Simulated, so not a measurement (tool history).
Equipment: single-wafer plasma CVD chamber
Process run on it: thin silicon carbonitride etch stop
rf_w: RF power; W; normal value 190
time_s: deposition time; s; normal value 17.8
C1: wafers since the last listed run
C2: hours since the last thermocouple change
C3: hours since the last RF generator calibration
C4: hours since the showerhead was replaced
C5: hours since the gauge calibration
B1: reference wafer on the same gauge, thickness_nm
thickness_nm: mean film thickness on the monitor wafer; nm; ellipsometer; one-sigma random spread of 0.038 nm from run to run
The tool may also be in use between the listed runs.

Run 1, hour 0: usual settings; C1 0; C2 996.7; C3 1483.5; C4 3826.4; C5 86.3; B1 10.002. Result: thickness_nm 9.837 nm.
Run 2, hour 26.8: usual settings; C1 805; C2 1023.5; C3 1510.3; C4 3853.2; C5 113.1; B1 9.992. Result: thickness_nm 9.833 nm.
Run 3, hour 54.6: usual settings; C1 835; C2 1051.3; C3 1538.1; C4 3881; C5 140.9; B1 9.997. Result: thickness_nm 9.802 nm.
Run 4, hour 83.9: usual settings; C1 880; C2 1080.6; C3 1567.4; C4 3910.3; C5 170.2; B1 10. Result: thickness_nm 9.844 nm.
Run 5, hour 110.1: usual settings but time_s 19 s; C1 787; C2 1106.8; C3 1593.6; C4 3936.5; C5 196.4; B1 10. Result: thickness_nm 10.502 nm.
Run 6, hour 141.9: usual settings but time_s 19 s; C1 955; C2 1138.6; C3 1625.4; C4 3968.3; C5 228.2; B1 10.003. Result: thickness_nm 10.466 nm.
Run 7, hour 156.1: usual settings but rf_w 160 W; C1 426; C2 1152.8; C3 1639.6; C4 3982.5; C5 242.4; B1 10.006. Result: thickness_nm 9.205 nm.
Run 8, hour 187.3: usual settings but rf_w 160 W; C1 937; C2 1184; C3 1670.8; C4 4013.7; C5 273.6; B1 9.995. Result: thickness_nm 9.222 nm.
Run 9, hour 220.2: usual settings but rf_w 160 W; C1 988; C2 1216.9; C3 1703.7; C4 4046.6; C5 306.5; B1 9.999. Result: thickness_nm 9.24 nm.
Run 10, hour 242.1: usual settings but rf_w 205 W; C1 658; C2 1238.8; C3 1725.6; C4 4068.5; C5 328.4; B1 10.001. Result: thickness_nm 10.194 nm.
At hour 253.4: showerhead replaced, of another model than before.
Run 11, hour 261: usual settings; C1 327; C2 1257.7; C3 1744.5; C4 7.6; C5 347.3; B1 9.996. Result: thickness_nm 9.626 nm.
Run 12, hour 288.8: usual settings; C1 835; C2 1285.5; C3 1772.3; C4 35.4; C5 375.1; B1 9.995. Result: thickness_nm 9.598 nm.
Run 13, hour 307.8: usual settings; C1 570; C2 1304.5; C3 1791.3; C4 54.4; C5 394.1; B1 9.996. Result: thickness_nm 9.714 nm.
Run 14, hour 381.7: usual settings; C1 2220; C2 1378.4; C3 1865.2; C4 128.3; C5 468; B1 10.006. Result: thickness_nm 9.652 nm.
At hour 392.5: RF generator calibrated.
Run 15, hour 415.2: usual settings; C1 766; C2 1411.9; C3 22.7; C4 161.8; C5 501.5; B1 10. Result: thickness_nm 10.091 nm.
Run 16, hour 441.9: usual settings; C1 802; C2 1438.6; C3 49.4; C4 188.5; C5 528.2; B1 10.003. Result: thickness_nm 10.114 nm.
Run 17, hour 469.3: usual settings; C1 823; C2 1466; C3 76.8; C4 215.9; C5 555.6; B1 10.003. Result: thickness_nm 9.992 nm.
Run 18, hour 501.8: usual settings but rf_w 150 W, time_s 16.8 s; C1 976; C2 1498.5; C3 109.3; C4 248.4; C5 588.1; B1 9.994. Result: thickness_nm 8.118 nm.
Run 19, hour 524.6: usual settings but rf_w 180 W; C1 685; C2 1521.3; C3 132.1; C4 271.2; C5 610.9; B1 10.004. Result: thickness_nm 9.711 nm.
Run 20, hour 556.2: usual settings but rf_w 175 W; C1 949; C2 1552.9; C3 163.7; C4 302.8; C5 642.5; B1 10.004. Result: thickness_nm 9.504 nm.
Run 21, hour 625.8: usual settings but rf_w 180 W, time_s 16.7 s; C1 2091; C2 1622.5; C3 233.3; C4 372.4; C5 712.1; B1 9.998. Result: thickness_nm 9.112 nm.
Run 22, hour 661.3: usual settings but rf_w 155 W, time_s 20 s; C1 1066; C2 1658; C3 268.8; C4 407.9; C5 747.6; B1 10.003. Result: thickness_nm 9.85 nm.
Run 23, hour 680.7: usual settings but rf_w 155 W, time_s 15.5 s; C1 582; C2 1677.4; C3 288.2; C4 427.3; C5 767; B1 10. Result: thickness_nm 7.579 nm.

The next listed run, before its measurement:
At hour 701.7: thermocouple changed; heater temperature recalibrated.
At hour 706.5: gauge calibrated.
Run 24, hour 715.8: usual settings but rf_w 160 W; C1 814; C2 14.1; C3 323.3; C4 462.4; C5 9.3; B1 ?. Result: thickness_nm ?.

Run 24 came out at B1 10.004, thickness_nm 8.894 nm.
Take away the tool's hidden state, keep the run-to-run variation as it was, and the same run would have given thickness_nm 9.121 nm.
